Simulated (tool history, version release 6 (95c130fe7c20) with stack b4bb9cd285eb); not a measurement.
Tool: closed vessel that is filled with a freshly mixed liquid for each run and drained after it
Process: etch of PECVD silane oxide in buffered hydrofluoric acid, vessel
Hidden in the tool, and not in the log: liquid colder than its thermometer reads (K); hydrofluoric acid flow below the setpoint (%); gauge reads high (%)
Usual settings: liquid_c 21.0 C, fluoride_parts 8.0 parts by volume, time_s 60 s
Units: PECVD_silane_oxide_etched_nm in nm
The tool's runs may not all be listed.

run,hour,liquid_c,fluoride_parts,time_s,wafers since the last listed run,hours since the thermometer was replaced,hours since the hydrofluoric acid flow meter was replaced,hours since the gauge calibration,"read-back film thickness of the PECVD silane oxide reference wafer, read on the same gauge (nm)",PECVD_silane_oxide_etched_nm
1,0.0,21.0,8.0,60,0,1618.8,799.7,843.4,140.02,88.28
2,60.6,21.0,8.0,60,5479,1679.4,860.3,904.0,139.98,88.14
3,91.1,21.0,8.0,60,2757,1709.9,890.8,934.5,139.97,87.79
4,152.6,21.0,8.0,60,5560,1771.4,952.3,996.0,140.01,87.76
5,189.7,21.0,8.0,60,3354,1808.5,989.4,1033.1,139.99,87.99
6,232.9,21.0,8.0,60,3906,1851.7,1032.6,1076.3,139.98,86.37
7,262.3,21.0,8.0,60,2658,1881.1,1062.0,1105.7,140.02,86.61
8,287.9,21.0,8.0,60,2314,1906.7,1087.6,1131.3,139.99,86.28
9,321.3,21.0,8.0,60,3020,1940.1,1121.0,1164.7,140.01,86.59
# hour 368.0: thermometer replaced
10,385.3,21.0,8.0,60,5696,17.3,1185.0,1228.7,139.99,94.43
11,419.9,21.0,8.0,60,3128,51.9,1219.6,1263.3,140.00,93.79
# hour 479.3: gauge calibrated
12,491.1,21.0,8.0,60,6437,123.1,1290.8,11.8,139.98,92.78
13,516.5,21.0,8.0,60,2296,148.5,1316.2,37.2,140.02,93.20
14,564.0,24.5,9.0,50,4294,196.0,1363.7,84.7,140.02,84.70
15,617.9,25.0,7.0,45,4873,249.9,1417.6,138.6,139.97,100.22
16,661.3,21.0,8.0,40,3924,293.3,1461.0,182.0,140.01,61.32
17,696.7,21.0,11.0,70,3200,328.7,1496.4,217.4,139.99,80.93
18,752.1,21.0,8.0,50,5009,384.1,1551.8,272.8,139.99,76.17
# hour 845.1: hydrofluoric acid flow meter replaced
19,845.6,21.0,8.0,60,8363,477.6,0.5,366.3,140.01,96.48
20,1059.8,19.5,6.0,50,19367,691.8,214.7,580.5,139.99,96.63
21,1121.2,17.5,5.5,85,5551,753.2,276.1,641.9,139.99,156.10
22,1161.3,21.0,8.0,60,3625,793.3,316.2,682.0,140.00,94.51
23,1188.5,22.5,8.0,40,2459,820.5,343.4,709.2,139.98,68.40
24,1224.1,26.0,8.0,60,3218,856.1,379.0,744.8,139.99,124.40

Forecast each of these 4 alternatives for the next run:
A,1224.8,21.0,7.0,60,63,856.8,379.7,745.5,?,?
B,1224.8,25.0,8.0,60,63,856.8,379.7,745.5,?,?
C,1224.8,17.0,8.0,60,63,856.8,379.7,745.5,?,?
D,1224.8,21.0,9.5,80,63,856.8,379.7,745.5,?,?

run,"read-back film thickness of the PECVD silane oxide reference wafer, read on the same gauge (nm)",PECVD_silane_oxide_etched_nm
A,140.00,108.55
B,140.00,117.09
C,140.00,74.93
D,140.00,107.25
Without the tool's hidden state the same runs would have given:
run,PECVD_silane_oxide_etched_nm
A,113.94
B,122.81
C,78.73
D,111.85
